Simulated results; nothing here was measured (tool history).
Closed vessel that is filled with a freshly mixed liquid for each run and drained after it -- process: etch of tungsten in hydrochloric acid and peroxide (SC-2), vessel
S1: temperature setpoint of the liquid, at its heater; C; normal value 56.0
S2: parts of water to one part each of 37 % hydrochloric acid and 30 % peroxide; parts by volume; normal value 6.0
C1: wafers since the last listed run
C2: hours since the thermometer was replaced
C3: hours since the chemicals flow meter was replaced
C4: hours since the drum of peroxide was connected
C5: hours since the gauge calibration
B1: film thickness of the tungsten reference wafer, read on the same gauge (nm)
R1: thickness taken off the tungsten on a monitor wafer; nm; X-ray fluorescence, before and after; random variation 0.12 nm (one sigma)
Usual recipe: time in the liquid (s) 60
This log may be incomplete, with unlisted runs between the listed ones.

Run 1, hour 0.0: usual settings; C1 0; C2 2279.2; C3 1407.0; C4 1068.7; C5 1064.7; B1 139.98. Result: R1 28.84 nm.
Run 2, hour 19.4: usual settings; C1 2864; C2 2298.6; C3 1426.4; C4 1088.1; C5 1084.1; B1 139.94. Result: R1 28.61 nm.
Run 3, hour 37.2: usual settings; C1 2628; C2 2316.4; C3 1444.2; C4 1105.9; C5 1101.9; B1 140.03. Result: R1 28.76 nm.
At hour 44.4: chemicals flow meter replaced.
Run 4, hour 60.7: usual settings; C1 3322; C2 2339.9; C3 16.3; C4 1129.4; C5 1125.4; B1 139.98. Result: R1 28.81 nm.
Run 5, hour 81.9: usual settings; C1 3130; C2 2361.1; C3 37.5; C4 1150.6; C5 1146.6; B1 140.02. Result: R1 28.64 nm.
Run 6, hour 112.7: usual settings but S2 7.0 parts by volume; C1 4547; C2 2391.9; C3 68.3; C4 1181.4; C5 1177.4; B1 140.02. Result: R1 25.37 nm.
Run 7, hour 135.3: usual settings but S2 7.0 parts by volume; C1 3336; C2 2414.5; C3 90.9; C4 1204.0; C5 1200.0; B1 139.97. Result: R1 25.65 nm.
Run 8, hour 150.4: usual settings; C1 2229; C2 2429.6; C3 106.0; C4 1219.1; C5 1215.1; B1 139.99. Result: R1 29.04 nm.
At hour 170.0: gauge calibrated.
Run 9, hour 178.0: usual settings; C1 4075; C2 2457.2; C3 133.6; C4 1246.7; C5 8.0; B1 140.00. Result: R1 29.12 nm.
At hour 189.0: new drum of peroxide connected.
Run 10, hour 205.9: usual settings; C1 3971; C2 2485.1; C3 161.5; C4 16.9; C5 35.9; B1 140.01. Result: R1 28.85 nm.
Run 11, hour 220.2: usual settings but S2 7.0 parts by volume, time in the liquid (s) 85; C1 2111; C2 2499.4; C3 175.8; C4 31.2; C5 50.2; B1 140.00. Result: R1 36.53 nm.
Run 12, hour 270.8: usual settings; C1 7471; C2 2550.0; C3 226.4; C4 81.8; C5 100.8; B1 140.00. Result: R1 29.15 nm.
Run 13, hour 293.1: usual settings but S1 51.5 C, S2 4.5 parts by volume, time in the liquid (s) 85; C1 3292; C2 2572.3; C3 248.7; C4 104.1; C5 123.1; B1 139.97. Result: R1 37.88 nm.
Run 14, hour 309.4: usual settings; C1 2406; C2 2588.6; C3 265.0; C4 120.4; C5 139.4; B1 139.96. Result: R1 29.21 nm.
Run 15, hour 343.1: usual settings but time in the liquid (s) 40; C1 4975; C2 2622.3; C3 298.7; C4 154.1; C5 173.1; B1 140.01. Result: R1 19.46 nm.
Run 16, hour 368.3: usual settings but S1 59.0 C, S2 8.5 parts by volume, time in the liquid (s) 35; C1 3720; C2 2647.5; C3 323.9; C4 179.3; C5 198.3; B1 140.03. Result: R1 15.73 nm.
Run 17, hour 381.9: usual settings; C1 2008; C2 2661.1; C3 337.5; C4 192.9; C5 211.9; B1 140.03. Result: R1 29.23 nm.
Run 18, hour 396.8: usual settings but S1 65.5 C, S2 4.0 parts by volume, time in the liquid (s) 35; C1 2199; C2 2676.0; C3 352.4; C4 207.8; C5 226.8; B1 140.01. Result: R1 41.19 nm.
At hour 414.6: thermometer replaced.
Run 19, hour 432.7: usual settings but time in the liquid (s) 30; C1 5152; C2 18.1; C3 388.3; C4 243.7; C5 262.7; B1 140.04. Result: R1 12.86 nm.
Run 20, hour 467.9: usual settings; C1 5197; C2 53.3; C3 423.5; C4 278.9; C5 297.9; B1 139.98. Result: R1 25.35 nm.
Run 21, hour 487.4: usual settings; C1 2879; C2 72.8; C3 443.0; C4 298.4; C5 317.4; B1 140.01. Result: R1 25.69 nm.

For run 22, what comes out?
Run 22, hour 518.5: usual settings but S2 4.0 parts by volume; C1 4591; C2 103.9; C3 474.1; C4 329.5; C5 348.5; B1 ?. Result: R1 ?.

{"run 22": {"B1": 139.99, "R1": 34.64}}
Were there no unlogged condition in the tool, this run, its random variation unchanged, would have produced R1 34.46 nm.

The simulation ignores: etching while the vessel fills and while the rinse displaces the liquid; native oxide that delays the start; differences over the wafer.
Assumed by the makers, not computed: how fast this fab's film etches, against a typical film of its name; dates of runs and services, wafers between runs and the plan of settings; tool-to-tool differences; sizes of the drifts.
